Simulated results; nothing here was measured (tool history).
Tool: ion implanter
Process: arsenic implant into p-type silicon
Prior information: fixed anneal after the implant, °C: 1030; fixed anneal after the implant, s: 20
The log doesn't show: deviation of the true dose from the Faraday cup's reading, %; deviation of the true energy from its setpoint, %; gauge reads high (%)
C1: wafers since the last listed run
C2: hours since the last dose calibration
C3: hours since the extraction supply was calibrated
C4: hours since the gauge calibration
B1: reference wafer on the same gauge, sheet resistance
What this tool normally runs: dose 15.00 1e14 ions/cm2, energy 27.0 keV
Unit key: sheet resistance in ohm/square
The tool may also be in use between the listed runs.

Run 1, day 0.000: usual settings; C1 0; C2 936.7; C3 4870.4; C4 38.0; B1 95.31. Result: sheet resistance 90.74 ohm/square.
Run 2, day 1.396: usual settings; C1 841; C2 970.2; C3 4903.9; C4 71.5; B1 95.12. Result: sheet resistance 91.22 ohm/square.
Run 3, day 2.579: usual settings; C1 713; C2 998.6; C3 4932.3; C4 99.9; B1 95.07. Result: sheet resistance 91.30 ohm/square.
Run 4, day 3.400: usual settings but energy 20.5 keV; C1 494; C2 1018.3; C3 4952.0; C4 119.6; B1 95.03. Result: sheet resistance 96.48 ohm/square.
Run 5, day 4.883: usual settings but energy 20.5 keV; C1 894; C2 1053.9; C3 4987.6; C4 155.2; B1 94.81. Result: sheet resistance 97.11 ohm/square.
Run 6, day 5.675: usual settings but energy 20.5 keV; C1 477; C2 1072.9; C3 5006.6; C4 174.2; B1 94.83. Result: sheet resistance 96.97 ohm/square.
Run 7, day 6.604: usual settings; C1 560; C2 1095.2; C3 5028.9; C4 196.5; B1 94.68. Result: sheet resistance 90.91 ohm/square.
Run 8, day 7.346: usual settings; C1 447; C2 1113.0; C3 5046.7; C4 214.3; B1 94.53. Result: sheet resistance 90.66 ohm/square.
Run 9, day 8.371: usual settings; C1 617; C2 1137.6; C3 5071.3; C4 238.9; B1 94.41. Result: sheet resistance 90.31 ohm/square.
Run 10, day 9.583: usual settings but dose 16.17 1e14 ions/cm2; C1 731; C2 1166.7; C3 5100.4; C4 268.0; B1 94.41. Result: sheet resistance 87.95 ohm/square.
Run 11, day 10.725: usual settings but dose 16.17 1e14 ions/cm2; C1 688; C2 1194.1; C3 5127.8; C4 295.4; B1 94.16. Result: sheet resistance 87.88 ohm/square.
Run 12, day 12.050: usual settings but dose 16.15 1e14 ions/cm2, energy 22.0 keV; C1 798; C2 1225.9; C3 5159.6; C4 327.2; B1 94.36. Result: sheet resistance 92.08 ohm/square.
Run 13, day 13.412: usual settings but dose 11.32 1e14 ions/cm2, energy 34.5 keV; C1 821; C2 1258.6; C3 5192.3; C4 359.9; B1 94.00. Result: sheet resistance 99.70 ohm/square.
At day 14.179: gauge calibrated.
At day 14.254: Faraday cup replaced and dose calibrated.
Run 14, day 14.371: usual settings but dose 10.77 1e14 ions/cm2, energy 33.5 keV; C1 376; C2 2.8; C3 5215.3; C4 4.6; B1 95.97. Result: sheet resistance 104.70 ohm/square.
Run 15, day 15.792: usual settings but dose 18.13 1e14 ions/cm2, energy 23.0 keV; C1 856; C2 36.9; C3 5249.4; C4 38.7; B1 95.62. Result: sheet resistance 88.53 ohm/square.
At day 16.162: extraction supply calibrated.
Run 16, day 16.692: usual settings but dose 13.69 1e14 ions/cm2, energy 18.5 keV; C1 341; C2 58.5; C3 12.7; C4 60.3; B1 95.48. Result: sheet resistance 103.13 ohm/square.
Run 17, day 18.083: usual settings but dose 17.29 1e14 ions/cm2, energy 34.5 keV; C1 839; C2 91.9; C3 46.1; C4 93.7; B1 95.38. Result: sheet resistance 81.17 ohm/square.
Run 18, day 18.688: usual settings; C1 364; C2 106.4; C3 60.6; C4 108.2; B1 95.33. Result: sheet resistance 92.17 ohm/square.
Run 19, day 20.096: usual settings but dose 16.48 1e14 ions/cm2, energy 21.5 keV; C1 849; C2 140.2; C3 94.4; C4 142.0; B1 95.29. Result: sheet resistance 92.91 ohm/square.
Run 20, day 20.983: usual settings but dose 10.77 1e14 ions/cm2, energy 33.5 keV; C1 535; C2 161.5; C3 115.7; C4 163.3; B1 95.12. Result: sheet resistance 104.13 ohm/square.
Run 21, day 22.429: usual settings but dose 17.00 1e14 ions/cm2, energy 21.0 keV; C1 871; C2 196.2; C3 150.4; C4 198.0; B1 95.12. Result: sheet resistance 91.37 ohm/square.
Run 22, day 23.225: usual settings; C1 479; C2 215.3; C3 169.5; C4 217.1; B1 95.02. Result: sheet resistance 91.24 ohm/square.

Here are 4 independent what-if runs from the current tool condition. What would each one return?
Run A, day 23.242: usual settings but dose 13.25 1e14 ions/cm2; C1 10; C2 215.7; C3 169.9; C4 217.5; B1 ?. Result: sheet resistance ?.
Run B, day 23.242: usual settings but dose 16.25 1e14 ions/cm2, energy 31.0 keV; C1 10; C2 215.7; C3 169.9; C4 217.5; B1 ?. Result: sheet resistance ?.
Run C, day 23.242: usual settings but dose 10.87 1e14 ions/cm2, energy 30.0 keV; C1 10; C2 215.7; C3 169.9; C4 217.5; B1 ?. Result: sheet resistance ?.
Run D, day 23.242: usual settings but energy 30.0 keV; C1 10; C2 215.7; C3 169.9; C4 217.5; B1 ?. Result: sheet resistance ?.

run     B1  sheet resistance
  A  95.01             97.17
  B  95.01             85.50
  C  95.01            106.33
  D  95.01             89.38
With no hidden state in the tool, these same runs would have given:
run  sheet resistance
  A             97.72
  B             85.99
  C            106.93
  D             89.89
